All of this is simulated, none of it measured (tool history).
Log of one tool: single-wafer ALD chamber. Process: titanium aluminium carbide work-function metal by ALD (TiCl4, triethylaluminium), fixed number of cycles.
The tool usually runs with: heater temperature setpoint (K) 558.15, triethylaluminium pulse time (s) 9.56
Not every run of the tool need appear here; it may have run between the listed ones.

run     day  heater temperature setpoint (K)  triethylaluminium pulse time (s)  wafers since the last listed run  hours since the last thermocouple change  hours since the last triethylaluminium bottle change  hours since the showerhead was replaced  hours since the gauge calibration  read-back reference wafer on the same gauge, thickness_nm  mean film thickness on the monitor wafer (angstrom)
  1   0.000                           562.15                              7.81                                 0                                    1664.3                                                1032.2                                   3120.9                              346.1                                                      1.519                                                16.83
  2   1.046                           562.15                              7.81                               331                                    1689.4                                                1057.3                                   3146.0                              371.2                                                      1.521                                                16.64
  3   2.462                           558.15                             12.53                               449                                    1723.4                                                1091.3                                   3180.0                              405.2                                                      1.521                                                17.83
  4   3.817                           558.15                             12.53                               429                                    1755.9                                                1123.8                                   3212.5                              437.7                                                      1.522                                                17.83
  5   5.300                           558.15                              9.56                               470                                    1791.5                                                1159.4                                   3248.1                              473.3                                                      1.520                                                17.04
  6   6.075                           558.15                              9.56                               245                                    1810.1                                                1178.0                                   3266.7                              491.9                                                      1.519                                                16.84
  7   8.204                           558.15                              9.56                               675                                    1861.2                                                1229.1                                   3317.8                              543.0                                                      1.519                                                16.93
  8   9.117                           558.15                              9.56                               289                                    1883.1                                                1251.0                                   3339.7                              564.9                                                      1.520                                                16.94
  9  10.042                           558.15                              9.56                               293                                    1905.3                                                1273.2                                   3361.9                              587.1                                                      1.521                                                16.80
 10  11.500                           550.15                              9.56                               462                                    1940.3                                                1308.2                                   3396.9                              622.1                                                      1.523                                                16.08
 11  12.242                           558.15                              9.56                               235                                    1958.1                                                1326.0                                   3414.7                              639.9                                                      1.517                                                16.65
 12  13.346                           558.15                              9.56                               350                                    1984.6                                                1352.5                                   3441.2                              666.4                                                      1.523                                                16.55
     13.354  -- gauge calibrated
 13  14.233                           558.15                              9.56                               281                                    2005.9                                                1373.8                                   3462.5                               21.1                                                      1.520                                                16.61
 14  14.742                           558.15                              9.56                               161                                    2018.1                                                1386.0                                   3474.7                               33.3                                                      1.519                                                16.50
 15  16.138                           553.15                             12.28                               442                                    2051.6                                                1419.5                                   3508.2                               66.8                                                      1.519                                                16.81
 16  17.179                           558.15                              9.56                               330                                    2076.6                                                1444.5                                   3533.2                               91.8                                                      1.521                                                16.39
 17  17.862                           549.15                             11.41                               216                                    2093.0                                                1460.9                                   3549.6                              108.2                                                      1.520                                                16.38
 18  19.075                           570.15                             10.87                               384                                    2122.1                                                1490.0                                   3578.7                              137.3                                                      1.520                                                17.51
 19  19.688                           570.15                              7.71                               194                                    2136.8                                                1504.7                                   3593.4                              152.0                                                      1.523                                                15.89
     20.217  -- triethylaluminium bottle replaced
 20  20.238                           558.15                              9.56                                68                                    2150.0                                                   0.5                                   3606.6                              165.2                                                      1.520                                                17.49
 21  21.162                           558.15                              9.56                               293                                    2172.2                                                  22.7                                   3628.8                              187.4                                                      1.521                                                17.85
 22  21.862                           553.15                             13.34                               221                                    2189.0                                                  39.5                                   3645.6                              204.2                                                      1.518                                                17.90
     23.408  -- showerhead replaced, of another model than before
 23  23.429                           573.15                             11.14                               391                                    2226.6                                                  77.1                                      0.5                              241.8                                                      1.519                                                18.76
 24  24.567                           558.15                             11.84                               360                                    2253.9                                                 104.4                                     27.8                              269.1                                                      1.518                                                17.85
     25.354  -- thermocouple changed; heater temperature recalibrated
 25  25.375                           558.15                              6.77                               150                                       0.5                                                 123.8                                     47.2                              288.5                                                      1.521                                                17.31
 26  26.179                           558.15                              9.56                               254                                      19.8                                                 143.1                                     66.5                              307.8                                                      1.521                                                17.70
 27  27.096                           565.15                              7.90                               290                                      41.8                                                 165.1                                     88.5                              329.8                                                      1.519                                                18.02
 28  28.312                           558.15                              9.56                               385                                      71.0                                                 194.3                                    117.7                              359.0                                                      1.519                                                17.62
 29  29.488                           558.15                              9.56                               372                                      99.2                                                 222.5                                    145.9                              387.2                                                      1.519                                                17.77
 30  30.675                           547.15                              6.87                               376                                     127.7                                                 251.0                                    174.4                              415.7                                                      1.518                                                16.56
 31  31.400                           558.15                              9.56                               229                                     145.1                                                 268.4                                    191.8                              433.1                                                      1.520                                                17.87
 32  32.088                           573.15                              7.43                               217                                     161.6                                                 284.9                                    208.3                              449.6                                                      1.520                                                18.59
 33  33.238                           558.15                             11.55                               364                                     189.2                                                 312.5                                    235.9                              477.2                                                      1.520                                                17.96

For each entry between runs, how does the tool's hidden state at the last listed run before it compare with that at the first listed run after it?
From run 12 to run 13: gauge calibrated (day 13.354)
  triethylaluminium dose above that of a fresh bottle (%): -30.5 -> -31.4
  measured value less the no-hidden-state value, mean film thickness on the monitor wafer (angstrom): -1.06 -> -1.11
From run 19 to run 20: triethylaluminium bottle replaced (day 20.217)
  triethylaluminium dose above that of a fresh bottle (%): -37.2 -> -1.14
  measured value less the no-hidden-state value, mean film thickness on the monitor wafer (angstrom): -2.01 -> -0.03
From run 22 to run 23: showerhead replaced, of another model than before (day 23.408)
  triethylaluminium dose above that of a fresh bottle (%): -1.16 -> -1.23
  measured value less the no-hidden-state value, mean film thickness on the monitor wafer (angstrom): -0.01 -> -0.01
From run 24 to run 25: thermocouple changed; heater temperature recalibrated (day 25.354)
  triethylaluminium dose above that of a fresh bottle (%): -1.3 -> -1.37
  measured value less the no-hidden-state value, mean film thickness on the monitor wafer (angstrom): -0.01 -> -0.02
